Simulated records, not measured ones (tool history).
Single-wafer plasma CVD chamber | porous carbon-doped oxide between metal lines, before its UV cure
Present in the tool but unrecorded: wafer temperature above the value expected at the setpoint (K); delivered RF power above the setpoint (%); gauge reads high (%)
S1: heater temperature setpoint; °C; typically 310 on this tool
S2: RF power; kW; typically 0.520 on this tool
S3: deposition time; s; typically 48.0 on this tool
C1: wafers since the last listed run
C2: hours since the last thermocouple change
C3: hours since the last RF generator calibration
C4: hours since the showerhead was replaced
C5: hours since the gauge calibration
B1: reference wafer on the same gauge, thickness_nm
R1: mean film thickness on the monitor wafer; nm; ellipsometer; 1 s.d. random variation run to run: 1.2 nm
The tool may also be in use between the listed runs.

run	hour	S1	S2	S3	C1	C2	C3	C4	C5	B1	R1
1	0.0	310	0.520	51.4	0	1526.6	408.8	7224.3	555.1	231.904	247.450
2	35.3	310	0.520	51.4	745	1561.9	444.1	7259.6	590.4	232.147	244.554
3	250.7	310	0.520	48.0	4550	1777.3	659.5	7475.0	805.8	232.157	226.459
4	278.4	310	0.520	48.0	585	1805.0	687.2	7502.7	833.5	232.289	230.378
5	330.7	310	0.520	48.0	1104	1857.3	739.5	7555.0	885.8	231.611	227.484
6	398.6	310	0.520	48.0	1434	1925.2	807.4	7622.9	953.7	232.093	229.777
7	426.5	310	0.520	48.0	589	1953.1	835.3	7650.8	981.6	231.958	228.799
8	469.0	310	0.520	48.0	897	1995.6	877.8	7693.3	1024.1	232.086	228.201
9	502.6	310	0.520	52.2	709	2029.2	911.4	7726.9	1057.7	232.188	246.707
# hour 532.5: RF generator calibrated
10	534.3	310	0.520	52.2	500	2060.9	1.8	7758.6	1089.4	231.951	258.210
11	572.8	310	0.520	52.2	813	2099.4	40.3	7797.1	1127.9	232.191	258.639
12	607.0	310	0.450	48.0	722	2133.6	74.5	7831.3	1162.1	232.039	219.431
13	662.5	310	0.450	48.0	1172	2189.1	130.0	7886.8	1217.6	231.760	221.152
14	724.8	310	0.520	48.0	1316	2251.4	192.3	7949.1	1279.9	231.974	232.047
15	753.7	310	0.575	52.6	610	2280.3	221.2	7978.0	1308.8	231.942	267.281
# hour 792.5: thermocouple changed; heater temperature recalibrated
16	793.0	310	0.575	52.6	661	0.5	260.5	8017.3	1348.1	232.167	265.061
17	840.2	310	0.520	48.0	997	47.7	307.7	8064.5	1395.3	232.086	232.424
18	897.8	319	0.555	40.7	1216	105.3	365.3	8122.1	1452.9	232.036	193.544
# hour 947.7: gauge calibrated
19	963.7	305	0.550	55.4	1392	171.2	431.2	8188.0	16.0	232.234	279.677
20	1006.4	310	0.520	48.0	902	213.9	473.9	8230.7	58.7	231.957	228.378
# hour 1024.0: showerhead replaced, of another model than before
21	1045.4	310	0.425	50.7	654	252.9	512.9	21.4	97.7	232.025	234.652
22	1095.6	310	0.520	48.0	1060	303.1	563.1	71.6	147.9	231.879	234.364
23	1119.7	310	0.520	48.0	509	327.2	587.2	95.7	172.0	231.663	231.345
24	1178.4	315	0.620	56.8	1240	385.9	645.9	154.4	230.7	232.093	280.045
25	1263.3	299	0.435	51.7	1793	470.8	730.8	239.3	315.6	231.806	253.451
26	1303.6	306	0.490	56.1	851	511.1	771.1	279.6	355.9	232.204	273.133
# hour 1316.8: RF generator calibrated
27	1350.0	310	0.520	55.3	811	557.5	33.2	326.0	402.3	231.983	270.369
28	1383.6	304	0.520	48.0	709	591.1	66.8	359.6	435.9	232.049	245.655
29	1447.4	299	0.460	56.7	1347	654.9	130.6	423.4	499.7	231.840	289.509
30	1489.7	310	0.570	55.1	893	697.2	172.9	465.7	542.0	232.090	276.811
31	1549.3	322	0.520	41.3	1259	756.8	232.5	525.3	601.6	231.965	188.243
32	1620.3	324	0.595	48.0	1499	827.8	303.5	596.3	672.6	231.995	224.681
33	1754.9	310	0.520	48.0	2843	962.4	438.1	730.9	807.2	232.069	233.875

Measured minus without-hidden-state, run by run (identical run-to-run variation in each term; gauge scatter may differ):
run	R1
1	-9.378
2	-9.565
3	-9.966
4	-10.231
5	-10.251
6	-10.514
7	-10.523
8	-10.569
9	-11.480
10	-1.303
11	-2.638
12	-3.180
13	-4.486
14	-5.852
15	-7.237
16	-7.847
17	-7.563
18	-6.796
19	-10.510
20	-8.928
21	-5.402
22	-5.460
23	-5.452
24	-6.680
25	-6.377
26	-6.893
27	-1.085
28	-1.559
29	-2.973
30	-3.372
31	-2.756
32	-3.808
33	-4.694
